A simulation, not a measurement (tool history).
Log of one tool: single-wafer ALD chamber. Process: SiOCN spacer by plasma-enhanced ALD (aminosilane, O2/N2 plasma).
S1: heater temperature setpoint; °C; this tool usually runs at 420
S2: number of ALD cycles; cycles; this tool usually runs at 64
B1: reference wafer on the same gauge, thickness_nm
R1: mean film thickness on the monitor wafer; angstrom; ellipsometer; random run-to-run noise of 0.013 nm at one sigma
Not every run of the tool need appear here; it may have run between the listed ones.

Run 1, hour 0.0: usual settings; B1 3.654. Result: R1 35.24 angstrom.
Run 2, hour 41.8: usual settings but S1 409 °C; B1 3.653. Result: R1 36.45 angstrom.
Run 3, hour 108.7: usual settings but S1 409 °C; B1 3.648. Result: R1 36.41 angstrom.
Run 4, hour 186.9: usual settings; B1 3.647. Result: R1 35.26 angstrom.
Run 5, hour 238.8: usual settings; B1 3.652. Result: R1 35.09 angstrom.
Run 6, hour 327.1: usual settings; B1 3.647. Result: R1 35.30 angstrom.
Run 7, hour 418.8: usual settings but S1 411 °C; B1 3.657. Result: R1 36.31 angstrom.
Run 8, hour 494.8: usual settings but S1 411 °C; B1 3.654. Result: R1 36.19 angstrom.
Run 9, hour 540.6: usual settings; B1 3.655. Result: R1 35.38 angstrom.
Run 10, hour 645.4: usual settings; B1 3.655. Result: R1 35.17 angstrom.
Run 11, hour 743.3: usual settings; B1 3.654. Result: R1 35.35 angstrom.
Run 12, hour 791.4: usual settings but S1 431 °C; B1 3.653. Result: R1 33.90 angstrom.
Run 13, hour 837.1: usual settings but S1 431 °C; B1 3.654. Result: R1 33.90 angstrom.
Run 14, hour 936.7: usual settings but S2 58 cycles; B1 3.650. Result: R1 32.13 angstrom.
Run 15, hour 995.2: usual settings but S2 58 cycles; B1 3.650. Result: R1 31.95 angstrom.
Run 16, hour 1076.6: usual settings; B1 3.648. Result: R1 35.40 angstrom.
Run 17, hour 1170.4: usual settings; B1 3.652. Result: R1 35.54 angstrom.
Run 18, hour 1213.4: usual settings; B1 3.650. Result: R1 35.78 angstrom.
Run 19, hour 1270.6: usual settings but S2 68 cycles; B1 3.643. Result: R1 37.65 angstrom.
Run 20, hour 1358.6: usual settings but S2 68 cycles; B1 3.649. Result: R1 37.73 angstrom.
At hour 1407.7: gauge calibrated.
At hour 1432.3: thermocouple changed; heater temperature recalibrated.
Run 21, hour 1450.8: usual settings but S2 68 cycles; B1 3.649. Result: R1 37.08 angstrom.
Run 22, hour 1508.2: usual settings but S2 72 cycles; B1 3.652. Result: R1 39.49 angstrom.
Run 23, hour 1546.5: usual settings but S1 411 °C; B1 3.650. Result: R1 36.16 angstrom.
Run 24, hour 1640.9: usual settings but S1 424 °C; B1 3.650. Result: R1 34.57 angstrom.
Run 25, hour 1743.3: usual settings but S1 431 °C, S2 56 cycles; B1 3.651. Result: R1 29.57 angstrom.
Run 26, hour 1826.8: usual settings but S1 411 °C, S2 60 cycles; B1 3.651. Result: R1 33.66 angstrom.
Run 27, hour 1891.0: usual settings; B1 3.649. Result: R1 34.94 angstrom.
Run 28, hour 1965.9: usual settings but S1 415 °C, S2 53 cycles; B1 3.647. Result: R1 29.70 angstrom.
Run 29, hour 2022.8: usual settings but S2 55 cycles; B1 3.654. Result: R1 30.09 angstrom.
Run 30, hour 2068.6: usual settings; B1 3.648. Result: R1 35.02 angstrom.
Run 31, hour 2123.9: usual settings; B1 3.653. Result: R1 34.92 angstrom.
Run 32, hour 2165.4: usual settings; B1 3.651. Result: R1 35.00 angstrom.
Run 33, hour 2205.8: usual settings but S1 406 °C, S2 72 cycles; B1 3.652. Result: R1 41.44 angstrom.
Run 34, hour 2246.4: usual settings but S1 426 °C, S2 56 cycles; B1 3.647. Result: R1 30.23 angstrom.
Run 35, hour 2317.8: usual settings but S1 416 °C, S2 51 cycles; B1 3.647. Result: R1 28.31 angstrom.
Run 36, hour 2365.5: usual settings; B1 3.649. Result: R1 35.25 angstrom.
Run 37, hour 2445.8: usual settings but S2 74 cycles; B1 3.645. Result: R1 40.68 angstrom.
Run 38, hour 2489.3: usual settings but S1 409 °C, S2 74 cycles; B1 3.650. Result: R1 42.17 angstrom.
Run 39, hour 2594.9: usual settings but S1 426 °C, S2 68 cycles; B1 3.655. Result: R1 36.97 angstrom.
Run 40, hour 2670.2: usual settings but S1 435 °C; B1 3.650. Result: R1 33.46 angstrom.
Run 41, hour 2708.8: usual settings but S1 429 °C, S2 61 cycles; B1 3.660. Result: R1 32.64 angstrom.
Run 42, hour 2817.8: usual settings; B1 3.650. Result: R1 35.40 angstrom.
Run 43, hour 3004.9: usual settings but S1 408 °C, S2 73 cycles; B1 3.654. Result: R1 41.65 angstrom.
Run 44, hour 3052.9: usual settings but S1 429 °C, S2 73 cycles; B1 3.644. Result: R1 38.90 angstrom.
Run 45, hour 3093.8: usual settings; B1 3.657. Result: R1 35.62 angstrom.

5 ways to go on from here, each from the tool as it stands after run 45. What would each give?
Run A, hour 3094.3: usual settings but S2 76 cycles; B1 ?. Result: R1 ?.
Run B, hour 3094.3: usual settings but S1 427 °C; B1 ?. Result: R1 ?.
Run C, hour 3094.3: usual settings but S1 408 °C, S2 69 cycles; B1 ?. Result: R1 ?.
Run D, hour 3094.3: usual settings but S1 434 °C, S2 59 cycles; B1 ?. Result: R1 ?.
Run E, hour 3094.3: usual settings but S1 409 °C, S2 76 cycles; B1 ?. Result: R1 ?.

run     B1     R1
  A  3.648  41.84
  B  3.648  34.45
  C  3.648  39.45
  D  3.648  31.03
  E  3.648  43.32
Without the tool's hidden state the same runs would have given:
run     R1
  A  41.47
  B  34.13
  C  39.11
  D  30.74
  E  42.95
